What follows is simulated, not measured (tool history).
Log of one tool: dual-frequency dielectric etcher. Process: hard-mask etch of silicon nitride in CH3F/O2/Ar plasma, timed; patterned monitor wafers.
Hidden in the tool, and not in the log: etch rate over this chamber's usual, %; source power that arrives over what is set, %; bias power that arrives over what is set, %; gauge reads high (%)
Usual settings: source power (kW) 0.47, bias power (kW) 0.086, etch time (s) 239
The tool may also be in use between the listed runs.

run	day	source power (kW)	bias power (kW)	etch time (s)	wafers since the last listed run	hours since the last wet clean	hours since the last source power generator calibration	hours since the last bias power generator calibration	hours since the last upper electrode change	hours since the gauge calibration	read-back reference wafer on the same gauge, depth_nm	mean etch depth across the wafer (angstrom)
1	0	0.47	0.071	239	0	69.7	2175.1	1085.8	4194.9	363.6	196.2	1987
2	1.688	0.47	0.071	239	150	110.2	2215.6	1126.3	4235.4	404.1	196	1990
3	2.817	0.47	0.071	239	100	137.3	2242.7	1153.4	4262.5	431.2	196.1	1987
4	4.5	0.47	0.072	239	150	177.7	2283.1	1193.8	4302.9	471.6	195.7	1988
5	7.288	0.47	0.072	239	248	244.6	2350	1260.7	4369.8	538.5	196.1	1995
6	9.742	0.47	0.073	267.5	218	303.5	2408.9	1319.6	4428.7	597.4	196	2261
7	11.121	0.47	0.073	267.5	123	336.6	2442	1352.7	4461.8	630.5	196	2277
8	12.129	0.47	0.086	216.5	89	360.8	2466.2	1376.9	4486	654.7	195.8	1891
9	13.917	0.47	0.086	216.5	159	403.7	2509.1	1419.8	4528.9	697.6	195.8	1905
# day 15.333: gauge calibrated
10	15.496	0.47	0.086	216.5	140	441.6	2547	1457.7	4566.8	3.9	196	1911
11	16.833	0.47	0.086	239	119	473.7	2579.1	1489.8	4598.9	36	196	2108
12	18.738	0.47	0.086	239	169	519.4	2624.8	1535.5	4644.6	81.7	195.9	2121
# day 21.896: wet clean of the chamber
13	21.917	0.47	0.086	239	194	0.5	2701.1	1611.8	4720.9	158	195.9	2055
14	22.917	0.44	0.073	307	89	24.5	2725.1	1635.8	4744.9	182	196.2	2508
15	25.038	0.47	0.086	239	189	75.4	2776	1686.7	4795.8	232.9	196	2090
# day 25.588: source power generator calibrated
16	26.367	0.39	0.096	192	103	107.3	18.7	1718.6	4827.7	264.8	195.9	1638
17	28.858	0.47	0.065	239	222	167.1	78.5	1778.4	4887.5	324.6	196.3	1936
# day 30.571: bias power generator calibrated
# day 30.612: upper electrode replaced
18	30.633	0.47	0.086	194	139	209.7	121.1	1.5	0.5	367.2	196	1698
19	32.321	0.47	0.086	239	150	250.2	161.6	42	41	407.7	195.7	2111
20	34.7	0.47	0.086	239	212	307.3	218.7	99.1	98.1	464.8	196	2099
21	36.471	0.52	0.067	309.5	158	349.8	261.2	141.6	140.6	507.3	195.9	2661
22	39.467	0.47	0.086	239	267	421.7	333.1	213.5	212.5	579.2	195.9	2113
# day 41.038: wet clean of the chamber
23	42.25	0.47	0.086	239	159	29.1	399.9	280.3	279.3	646	195.9	2051
24	43.592	0.51	0.086	239	119	61.3	432.1	312.5	311.5	678.2	195.9	2125
25	45.633	0.39	0.086	239	182	110.3	481.1	361.5	360.5	727.2	195.7	1963
26	47.35	0.52	0.065	280.5	153	151.5	522.3	402.7	401.7	768.4	196.2	2349

5 ways to go on from here, each from the tool as it stands after run 26. What would each give?
A	47.371	0.47	0.086	239	1	152	522.8	403.2	402.2	768.9	?	?
B	47.371	0.54	0.101	263	1	152	522.8	403.2	402.2	768.9	?	?
C	47.371	0.47	0.104	300	1	152	522.8	403.2	402.2	768.9	?	?
D	47.371	0.54	0.086	258	1	152	522.8	403.2	402.2	768.9	?	?
E	47.371	0.57	0.086	239	1	152	522.8	403.2	402.2	768.9	?	?

run	read-back reference wafer on the same gauge, depth_nm	mean etch depth across the wafer (angstrom)
A	196.1	2070
B	196.1	2471
C	196.1	2729
D	196.1	2327
E	196.1	2191
Without the tool's hidden state the same runs would have given:
run	mean etch depth across the wafer (angstrom)
A	2058
B	2457
C	2713
D	2314
E	2178

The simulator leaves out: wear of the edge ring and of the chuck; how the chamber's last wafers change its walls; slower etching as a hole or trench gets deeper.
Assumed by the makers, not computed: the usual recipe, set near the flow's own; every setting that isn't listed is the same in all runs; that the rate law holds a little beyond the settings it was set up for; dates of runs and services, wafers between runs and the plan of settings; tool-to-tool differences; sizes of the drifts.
